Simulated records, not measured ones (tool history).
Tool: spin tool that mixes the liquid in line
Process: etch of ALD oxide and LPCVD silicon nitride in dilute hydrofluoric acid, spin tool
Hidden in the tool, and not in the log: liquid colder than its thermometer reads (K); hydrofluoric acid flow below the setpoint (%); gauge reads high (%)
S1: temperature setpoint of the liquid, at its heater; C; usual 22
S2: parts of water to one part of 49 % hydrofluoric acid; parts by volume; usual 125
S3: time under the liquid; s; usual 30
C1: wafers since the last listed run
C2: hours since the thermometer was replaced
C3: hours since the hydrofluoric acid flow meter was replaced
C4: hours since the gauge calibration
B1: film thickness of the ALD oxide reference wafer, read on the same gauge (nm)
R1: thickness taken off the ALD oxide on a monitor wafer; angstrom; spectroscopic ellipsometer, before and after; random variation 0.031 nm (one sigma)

run   hour    S1   S2  S3   C1      C2      C3     C4     B1     R1
  1      0    22  125  30    0  2513.8  1818.3    185  30.01   68.4
  2    9.5    22  125  30  158  2523.3  1827.8  194.5  29.98   67.5
  3   16.6    22  175  30  118  2530.4  1834.9  201.6  30.02     46
  4   29.3    22  125  30  212  2543.1  1847.6  214.3     30   67.2
  5   43.4  19.5  155  45  235  2557.2  1861.7  228.4  29.99   71.5
      48.9  -- thermometer replaced
  6   53.8    22  125  30  157     4.9  1872.1  238.8     30     64
  7   60.8    22  125  30  116    11.9  1879.1  245.8     30   64.2
  8   74.7  24.5  180  40  232    25.8    1893  259.7  29.99   61.7
  9   82.1    22  125  30  123    33.2  1900.4  267.1     30   64.1
 10   93.9    22  125  30  197      45  1912.2  278.9     30   64.2
     100.9  -- hydrofluoric acid flow meter replaced
 11  110.4  23.5  125  50  258    61.5     9.5  295.4  30.01  112.6
     121.9  -- gauge calibrated
       126  -- thermometer replaced, repeated, since the last time left the tool worse
 12  126.5    20   85  25  252     0.5    25.6    4.6  30.01   85.4
 13    137  25.5  110  30  175      11    36.1   15.1  30.01   96.5
 14    145    22  125  30  133      19    44.1   23.1  30.01   72.5
 15  159.2    22   80  30  237    33.2    58.3   37.3  30.02  118.9
 16  173.5    22  125  30  238    47.5    72.6   51.6     30   72.4
 17  181.3    22  150  15  130    55.3    80.4   59.4     30   29.5
 18  187.5    22  170  30  103    61.5    86.6   65.6  30.01   50.4
 19  195.1    22   95  45  126    69.1    94.2   73.2     30  148.3
 20    208  26.5  125  30  215      82   107.1   86.1     30   86.6
 21  215.4    22   80  45  123    89.4   114.5   93.5  29.99  179.4
 22  224.4    22  125  30  150    98.4   123.5  102.5     30   72.6
 23  242.4    22   95  30  300   116.4   141.5  120.5  30.02   98.4
 24  255.8    18  105  40  223   129.8   154.9  133.9  30.02   99.6
 25  279.5    22  125  15  395   153.5   178.6  157.6  29.98   36.1
 26  297.1  25.5   70  40  294   171.1   196.2  175.2  30.03  210.1

Forecast each of these 4 alternatives for the next run:
  A  297.5    22  180  30   6  171.5  196.6  175.6   ?   ?
  B  297.5    24   85  20   6  171.5  196.6  175.6   ?   ?
  C  297.5  18.5  125  25   6  171.5  196.6  175.6   ?   ?
  D  297.5  23.5  170  35   6  171.5  196.6  175.6   ?   ?

run  B1    R1
  A  30  47.1
  B  30  80.1
  C  30    52
  D  30  62.2
Without the tool's hidden state the same runs would have given:
run    R1
  A  47.4
  B  80.7
  C  52.4
  D  62.6
